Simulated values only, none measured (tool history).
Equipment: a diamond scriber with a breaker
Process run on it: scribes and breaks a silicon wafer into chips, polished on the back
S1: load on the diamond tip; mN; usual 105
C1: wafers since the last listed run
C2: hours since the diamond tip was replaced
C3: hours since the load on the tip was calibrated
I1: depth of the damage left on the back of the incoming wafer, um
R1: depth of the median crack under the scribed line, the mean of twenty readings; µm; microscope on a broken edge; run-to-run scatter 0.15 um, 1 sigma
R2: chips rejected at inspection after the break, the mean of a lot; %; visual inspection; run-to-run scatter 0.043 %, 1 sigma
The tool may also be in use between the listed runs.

run	day	S1	C1	C2	C3	I1	R1	R2
1	0	105	0	809.6	996.2	0.05	14.22	0.82
2	1.429	105	93	843.9	1030.5	0.04	14.37	0.75
3	3.871	105	160	902.5	1089.1	0.02	14.5	0.92
4	6.742	105	188	971.4	1158	0.03	14.48	1.08
5	8.071	105	87	1003.3	1189.9	0.04	14.72	1.1
6	10.775	105	177	1068.2	1254.8	0.04	14.84	1.05
7	12.9	105	139	1119.2	1305.8	0.02	14.58	1.19
8	14.617	80	112	1160.4	1347	0.05	10.87	13.57
# day 15.529: diamond tip replaced by a new one
9	15.812	80	73	6.8	1375.7	0.02	10.84	12.12
10	17.896	113	136	56.8	1425.7	0.04	16.05	3.76
11	19.092	113	78	85.5	1454.4	0.01	15.84	4.35
12	20.642	113	101	122.7	1491.6	0.03	16.04	4.84
13	22.367	120	113	164.1	1533	0.02	17.11	8.1
14	25.25	120	189	233.3	1602.2	0.03	17.19	8.95
15	27.188	120	127	279.8	1648.7	0.04	16.97	10.24
16	30.05	129	188	348.5	1717.4	0.02	18.53	15.46
17	31.383	105	87	380.5	1749.4	0.02	15.4	1.95
18	32.583	105	78	409.3	1778.2	0.03	15.13	2.02
19	35.254	73	175	473.4	1842.3	0.03	10.34	20.23
# day 40.133: load on the tip recalibrated
20	43.392	105	529	668.7	78.2	0.04	14.13	0.64
21	44.654	83	82	699	108.5	0.02	11.24	9.53
22	47.233	86	169	760.9	170.4	0.03	11.48	9.09
23	48.65	105	93	794.9	204.4	0.05	13.89	0.69
24	50.229	91	103	832.8	242.3	0.04	12.26	4.25
25	52.896	105	175	896.8	306.3	0.05	14.39	0.67
26	54.567	126	109	936.9	346.4	0.04	16.98	6.97
27	56.621	136	134	986.2	395.7	0.04	18.11	14.85
# day 62.017: diamond tip replaced by a new one
28	65.017	105	546	72	597.2	0.02	14.13	0.67
29	67.896	79	189	141.1	666.3	0.02	10.41	16.01
30	70.583	95	176	205.6	730.8	0.02	12.77	1.6
31	73.088	105	164	265.7	790.9	0.02	14.16	0.84
32	74.254	135	76	293.7	818.9	0.02	18.53	12.6
33	75.342	127	71	319.8	845	0.04	17.35	11.01
34	78.167	121	185	387.6	912.8	0.04	16.78	5.66
35	80.475	105	151	443	968.2	0.03	14.44	0.93
36	82.179	105	111	483.9	1009.1	0.05	14.52	0.95

What if the next run were any one of these 5? Each begins from the tool's condition after run 36:
A	82.204	96	1	484.5	1009.7	0.05	?	?
B	82.204	134	1	484.5	1009.7	0.05	?	?
C	82.204	132	1	484.5	1009.7	0.05	?	?
D	82.204	76	1	484.5	1009.7	0.05	?	?
E	82.204	87	1	484.5	1009.7	0.05	?	?

run	R1	R2
A	13.12	1.07
B	18.16	14.15
C	17.91	12.93
D	10.04	18.28
E	11.79	5.3
What these runs would have given with no unlogged condition in the tool:
run	R1	R2
A	12.58	2.23
B	17.41	10.53
C	17.17	9.45
D	9.63	22.6
E	11.3	8.04
